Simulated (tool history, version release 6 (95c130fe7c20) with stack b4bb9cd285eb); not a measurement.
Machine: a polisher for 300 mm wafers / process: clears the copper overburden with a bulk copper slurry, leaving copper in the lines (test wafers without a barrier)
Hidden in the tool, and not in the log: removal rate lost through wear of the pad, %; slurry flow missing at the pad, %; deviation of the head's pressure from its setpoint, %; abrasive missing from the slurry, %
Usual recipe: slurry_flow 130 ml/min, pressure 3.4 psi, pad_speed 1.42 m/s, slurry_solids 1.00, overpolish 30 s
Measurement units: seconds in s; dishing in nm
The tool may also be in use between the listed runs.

run	hour	slurry_flow	pressure	pad_speed	slurry_solids	overpolish	wafers since the last listed run	wafers polished on this pad	hours since the slurry nozzle was cleaned	hours since the head pressure was calibrated	hours since the slurry blender was calibrated	incoming thickness of the incoming film, nm	seconds	dishing
1	0.0	130	3.4	1.42	1.10	30	0	397	336.9	148.4	350.7	784.9	60.4	120.3
2	59.0	130	3.4	1.42	1.00	30	645	1043	395.9	207.4	409.7	775.0	59.4	118.4
# hour 85.1: slurry nozzle cleaned
3	105.7	130	3.4	1.42	1.00	30	500	1543	20.6	254.1	456.4	788.6	63.0	124.2
# hour 189.5: slurry blender recalibrated
4	203.6	130	3.4	1.42	1.00	30	1049	2592	118.5	352.0	14.1	785.5	55.5	126.0
5	267.6	130	2.6	1.42	1.00	30	700	3293	182.5	416.0	78.1	792.9	73.7	104.3
6	340.0	130	2.6	1.42	1.00	30	792	4085	254.9	488.4	150.5	780.1	75.9	105.3
# hour 388.9: worn pad replaced by a new one
7	422.3	130	3.4	1.42	1.00	30	856	365	337.2	570.7	232.8	778.6	59.1	125.0
8	503.6	130	3.4	1.42	1.00	30	889	1255	418.5	652.0	314.1	792.8	59.3	122.2
9	610.9	130	3.4	1.42	1.00	30	1174	2429	525.8	759.3	421.4	771.9	57.7	121.5
# hour 631.3: slurry nozzle cleaned
# hour 648.4: slurry blender recalibrated
10	677.1	130	3.4	1.42	1.00	30	691	3121	45.8	825.5	28.7	800.0	54.5	128.7
11	739.4	130	3.4	1.42	1.00	30	681	3802	108.1	887.8	91.0	798.9	55.7	127.3
12	804.0	130	3.4	1.42	1.00	30	706	4509	172.7	952.4	155.6	790.7	55.1	123.7
# hour 866.4: worn pad replaced by a new one
13	911.5	130	3.4	1.42	1.00	30	1132	493	280.2	1059.9	263.1	787.5	56.9	125.2
14	979.4	130	3.4	1.42	1.00	30	743	1236	348.1	1127.8	331.0	773.9	57.0	125.8
15	1079.8	130	3.4	1.42	0.90	30	1098	2334	448.5	1228.2	431.4	795.3	60.0	121.3
16	1121.1	105	3.0	1.92	0.90	30	451	2786	489.8	1269.5	472.7	784.1	50.6	126.9
17	1158.8	130	3.9	1.74	1.30	30	412	3199	527.5	1307.2	510.4	789.9	38.3	138.2
# hour 1166.0: head pressure recalibrated
# hour 1197.0: slurry nozzle cleaned
# hour 1202.3: slurry blender recalibrated
18	1241.0	130	3.4	1.42	1.00	30	844	4043	44.0	75.0	38.7	791.1	58.8	122.8
19	1290.9	130	3.4	1.42	1.00	30	546	4590	93.9	124.9	88.6	789.6	58.0	122.4
20	1329.8	130	3.4	1.42	1.00	30	425	5015	132.8	163.8	127.5	776.3	59.4	120.1
# hour 1390.1: worn pad replaced by a new one
21	1391.0	110	3.4	1.42	1.00	30	625	9	194.0	225.0	188.7	789.9	61.0	121.1
22	1443.6	130	2.4	1.42	1.00	38	575	585	246.6	277.6	241.3	802.0	85.6	107.0
23	1536.7	130	3.4	1.42	1.00	30	1018	1604	339.7	370.7	334.4	799.0	62.2	122.3
24	1604.3	105	2.7	1.82	0.80	30	739	2343	407.3	438.3	402.0	791.8	64.0	112.8
# hour 1644.8: slurry blender recalibrated
25	1658.1	165	4.3	1.42	0.90	30	566	2910	461.1	492.1	13.3	799.3	42.0	142.9
# hour 1691.2: slurry nozzle cleaned
26	1741.5	130	3.4	1.80	1.20	30	901	3812	50.3	575.5	96.7	799.6	43.1	132.2
27	1787.4	115	3.4	1.90	1.20	30	502	4314	96.2	621.4	142.6	797.1	41.4	130.9
28	1865.0	105	3.4	1.14	0.75	23	849	5163	173.8	699.0	220.2	795.0	79.4	99.2
29	1903.0	130	3.8	1.68	1.00	30	415	5579	211.8	737.0	258.2	789.1	41.4	136.0

3 options for the next run, each taken on its own from the tool as it stands now. Forecast them:
A	1903.4	175	3.4	1.42	1.00	30	4	5584	212.2	737.4	258.6	779.7	?	?
B	1903.4	130	2.5	1.42	1.20	43	4	5584	212.2	737.4	258.6	779.7	?	?
C	1903.4	130	3.4	1.42	1.00	42	4	5584	212.2	737.4	258.6	779.7	?	?

run	seconds	dishing
A	53.7	125.0
B	73.3	113.1
C	56.0	130.7
Without the tool's unlogged condition, the same runs would have read:
run	seconds	dishing
A	54.9	120.4
B	74.9	108.4
C	57.3	125.7
